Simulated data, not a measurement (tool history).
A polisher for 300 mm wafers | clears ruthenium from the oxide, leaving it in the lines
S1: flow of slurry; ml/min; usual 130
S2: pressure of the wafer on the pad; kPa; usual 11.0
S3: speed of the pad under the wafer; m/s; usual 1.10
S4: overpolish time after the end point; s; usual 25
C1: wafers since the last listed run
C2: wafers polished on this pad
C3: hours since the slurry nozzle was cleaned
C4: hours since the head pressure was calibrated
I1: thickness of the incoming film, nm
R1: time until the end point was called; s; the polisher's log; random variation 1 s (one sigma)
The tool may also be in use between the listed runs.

| run | hour | S1 | S2 | S3 | S4 | C1 | C2 | C3 | C4 | I1 | R1 |
|---|---|---|---|---|---|---|---|---|---|---|---|
| 1 | 0.0 | 130 | 11.0 | 1.10 | 20 | 0 | 1419 | 423.2 | 547.9 | 109.7 | 101.7 |
| 2 | 31.5 | 130 | 11.0 | 1.10 | 25 | 332 | 1751 | 454.7 | 579.4 | 111.0 | 101.9 |
| 3 | 68.6 | 130 | 11.0 | 1.10 | 25 | 391 | 2143 | 491.8 | 616.5 | 108.8 | 102.2 |
|  | 101.7 | worn pad replaced by a new one |
| 4 | 117.9 | 130 | 11.0 | 1.10 | 25 | 477 | 170 | 541.1 | 665.8 | 109.1 | 103.1 |
| 5 | 166.4 | 130 | 11.0 | 1.10 | 25 | 511 | 682 | 589.6 | 714.3 | 109.2 | 99.9 |
| 6 | 191.9 | 130 | 11.0 | 1.10 | 25 | 268 | 951 | 615.1 | 739.8 | 112.6 | 103.8 |
| 7 | 231.7 | 130 | 11.0 | 1.10 | 25 | 419 | 1371 | 654.9 | 779.6 | 109.7 | 105.1 |
| 8 | 268.9 | 130 | 11.0 | 1.10 | 25 | 392 | 1763 | 692.1 | 816.8 | 109.7 | 103.6 |
| 9 | 321.1 | 130 | 11.0 | 1.10 | 25 | 550 | 2314 | 744.3 | 869.0 | 109.2 | 101.7 |
|  | 349.1 | worn pad replaced by a new one |
| 10 | 362.6 | 130 | 12.4 | 1.10 | 25 | 395 | 142 | 785.8 | 910.5 | 112.4 | 93.5 |
|  | 385.1 | slurry nozzle cleaned |
| 11 | 416.2 | 95 | 11.0 | 1.10 | 25 | 554 | 697 | 31.1 | 964.1 | 111.6 | 109.8 |
|  | 448.4 | head pressure recalibrated |
| 12 | 471.1 | 130 | 11.0 | 0.72 | 32 | 557 | 1255 | 86.0 | 22.7 | 109.4 | 146.7 |
| 13 | 517.0 | 130 | 11.0 | 1.10 | 39 | 484 | 1739 | 131.9 | 68.6 | 110.9 | 103.2 |
|  | 573.6 | worn pad replaced by a new one |
| 14 | 576.7 | 130 | 11.0 | 1.10 | 25 | 587 | 32 | 191.6 | 128.3 | 109.3 | 102.1 |
| 15 | 628.1 | 130 | 11.0 | 0.88 | 25 | 542 | 574 | 243.0 | 179.7 | 109.7 | 122.9 |
| 16 | 665.8 | 145 | 13.1 | 1.10 | 25 | 397 | 972 | 280.7 | 217.4 | 110.6 | 86.5 |
| 17 | 719.6 | 130 | 13.8 | 1.34 | 25 | 567 | 1539 | 334.5 | 271.2 | 110.6 | 70.9 |
| 18 | 746.4 | 130 | 11.0 | 1.10 | 25 | 282 | 1822 | 361.3 | 298.0 | 110.3 | 102.4 |
|  | 802.0 | worn pad replaced by a new one |
| 19 | 810.3 | 115 | 12.4 | 1.42 | 38 | 631 | 87 | 425.2 | 361.9 | 110.1 | 73.5 |
| 20 | 880.5 | 115 | 11.0 | 1.10 | 16 | 740 | 828 | 495.4 | 432.1 | 109.1 | 101.4 |
| 21 | 949.5 | 130 | 12.4 | 1.28 | 18 | 727 | 1556 | 564.4 | 501.1 | 109.3 | 79.8 |
|  | 1049.3 | worn pad replaced by a new one |
|  | 1052.1 | slurry nozzle cleaned |
| 22 | 1124.4 | 115 | 9.0 | 1.10 | 15 | 1792 | 782 | 72.3 | 676.0 | 112.0 | 130.2 |

The tool's hidden state at each run:
removal rate lost through wear of the pad, %: 0 in every run
slurry flow missing at the pad, %: 0 in every run
deviation of the head's pressure from its setpoint, %: 0 in every run
